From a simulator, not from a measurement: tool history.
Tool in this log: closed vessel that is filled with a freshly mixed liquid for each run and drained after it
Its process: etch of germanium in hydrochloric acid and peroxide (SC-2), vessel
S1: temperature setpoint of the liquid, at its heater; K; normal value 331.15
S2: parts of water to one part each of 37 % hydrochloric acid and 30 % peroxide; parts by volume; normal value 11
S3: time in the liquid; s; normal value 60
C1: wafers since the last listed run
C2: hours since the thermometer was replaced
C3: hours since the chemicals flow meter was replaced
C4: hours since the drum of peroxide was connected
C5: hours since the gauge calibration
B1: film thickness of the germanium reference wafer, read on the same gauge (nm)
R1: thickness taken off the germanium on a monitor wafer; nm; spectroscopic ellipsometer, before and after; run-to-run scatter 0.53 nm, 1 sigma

| run | hour | S1 | S2 | S3 | C1 | C2 | C3 | C4 | C5 | B1 | R1 |
|---|---|---|---|---|---|---|---|---|---|---|---|
| 1 | 0 | 334.65 | 11 | 60 | 0 | 149.9 | 476.8 | 272.5 | 1976.6 | 60.01 | 175.35 |
| 2 | 54.5 | 335.15 | 11 | 75 | 6147 | 204.4 | 531.3 | 327 | 2031.1 | 59.99 | 225.03 |
| 3 | 112.1 | 335.15 | 11 | 75 | 6497 | 262 | 588.9 | 384.6 | 2088.7 | 60.01 | 224.49 |
|  | 141.7 | gauge calibrated |
| 4 | 160.2 | 335.15 | 11 | 75 | 5425 | 310.1 | 637 | 432.7 | 18.5 | 60.02 | 225.05 |
| 5 | 233.3 | 331.15 | 11 | 60 | 8246 | 383.2 | 710.1 | 505.8 | 91.6 | 60.01 | 160.83 |
|  | 277.7 | chemicals flow meter replaced |
| 6 | 298 | 331.15 | 11 | 85 | 7185 | 447.9 | 20.3 | 570.5 | 156.3 | 60 | 227.78 |
| 7 | 340.3 | 331.15 | 11 | 60 | 4771 | 490.2 | 62.6 | 612.8 | 198.6 | 59.98 | 162.22 |
|  | 351.4 | new drum of peroxide connected |
| 8 | 441.5 | 331.15 | 11 | 60 | 11303 | 591.4 | 163.8 | 90.1 | 299.8 | 59.97 | 162.63 |
| 9 | 480.9 | 331.15 | 11 | 60 | 4444 | 630.8 | 203.2 | 129.5 | 339.2 | 60.02 | 162.82 |
| 10 | 562.5 | 331.15 | 11 | 60 | 9205 | 712.4 | 284.8 | 211.1 | 420.8 | 60 | 164.13 |
| 11 | 664.7 | 321.15 | 7.5 | 60 | 11528 | 814.6 | 387 | 313.3 | 523 | 60.03 | 124.19 |
| 12 | 710.9 | 331.15 | 11 | 45 | 5211 | 860.8 | 433.2 | 359.5 | 569.2 | 60.02 | 123.46 |
| 13 | 769.6 | 326.65 | 14.5 | 30 | 6621 | 919.5 | 491.9 | 418.2 | 627.9 | 60 | 69.23 |
|  | 812.9 | thermometer replaced |
|  | 863.2 | new drum of peroxide connected |
| 14 | 863.8 | 331.15 | 11 | 60 | 10400 | 50.9 | 586.1 | 0.6 | 722.1 | 60.03 | 159.43 |
| 15 | 951.5 | 331.15 | 11 | 60 | 9893 | 138.6 | 673.8 | 88.3 | 809.8 | 60.02 | 158.42 |
| 16 | 1027.4 | 331.15 | 11 | 60 | 8562 | 214.5 | 749.7 | 164.2 | 885.7 | 60.01 | 160.24 |
|  | 1034 | chemicals flow meter replaced |
| 17 | 1109.1 | 338.15 | 8 | 45 | 9103 | 296.2 | 75.1 | 245.9 | 967.4 | 60 | 152.61 |
| 18 | 1177.6 | 321.15 | 7.5 | 60 | 7727 | 364.7 | 143.6 | 314.4 | 1035.9 | 59.97 | 122.94 |
| 19 | 1259.6 | 334.15 | 9 | 90 | 9250 | 446.7 | 225.6 | 396.4 | 1117.9 | 60.04 | 268.3 |
| 20 | 1302.5 | 336.15 | 11 | 35 | 4839 | 489.6 | 268.5 | 439.3 | 1160.8 | 60 | 108.57 |
| 21 | 1346.5 | 331.15 | 13 | 45 | 4963 | 533.6 | 312.5 | 483.3 | 1204.8 | 59.99 | 119.33 |
| 22 | 1384.8 | 331.15 | 5.5 | 80 | 4320 | 571.9 | 350.8 | 521.6 | 1243.1 | 60.01 | 227.99 |
| 23 | 1423.5 | 331.15 | 11 | 60 | 4365 | 610.6 | 389.5 | 560.3 | 1281.8 | 59.98 | 163.12 |
|  | 1528.6 | new drum of peroxide connected |
| 24 | 1691.4 | 331.15 | 11 | 60 | 30108 | 878.5 | 657.4 | 162.8 | 1549.7 | 60.02 | 164.98 |
|  | 1723.8 | thermometer replaced |
| 25 | 1767.5 | 340.15 | 11 | 95 | 8471 | 43.7 | 733.5 | 238.9 | 1625.8 | 60 | 323.86 |
|  | 1790.2 | chemicals flow meter replaced |
| 26 | 1837.1 | 331.15 | 15.5 | 75 | 7738 | 113.3 | 46.9 | 308.5 | 1695.4 | 59.99 | 188.46 |
| 27 | 1876.9 | 331.15 | 11 | 60 | 4489 | 153.1 | 86.7 | 348.3 | 1735.2 | 60.01 | 158.85 |
| 28 | 1921.9 | 328.15 | 7.5 | 35 | 5076 | 198.1 | 131.7 | 393.3 | 1780.2 | 59.97 | 88.35 |
| 29 | 2028.9 | 331.15 | 11 | 60 | 12070 | 305.1 | 238.7 | 500.3 | 1887.2 | 60.01 | 161.77 |
| 30 | 2135.7 | 337.65 | 14 | 75 | 12047 | 411.9 | 345.5 | 607.1 | 1994 | 59.98 | 233.9 |

Below are 4 alternative next runs, each starting from the tool's condition after run 30. Predict each:
| A | 2136.4 | 331.15 | 11 | 60 | 78 | 412.6 | 346.2 | 607.8 | 1994.7 | ? | ? |
| B | 2136.4 | 337.15 | 16.5 | 50 | 78 | 412.6 | 346.2 | 607.8 | 1994.7 | ? | ? |
| C | 2136.4 | 325.15 | 16.5 | 50 | 78 | 412.6 | 346.2 | 607.8 | 1994.7 | ? | ? |
| D | 2136.4 | 340.15 | 7 | 45 | 78 | 412.6 | 346.2 | 607.8 | 1994.7 | ? | ? |

| run | B1 | R1 |
|---|---|---|
| A | 59.98 | 161.05 |
| B | 59.98 | 149.49 |
| C | 59.98 | 105.83 |
| D | 59.98 | 163.66 |
Without the tool's hidden state the same runs would have given:
| run | R1 |
|---|---|
| A | 157.43 |
| B | 146.34 |
| C | 103.4 |
| D | 160.12 |
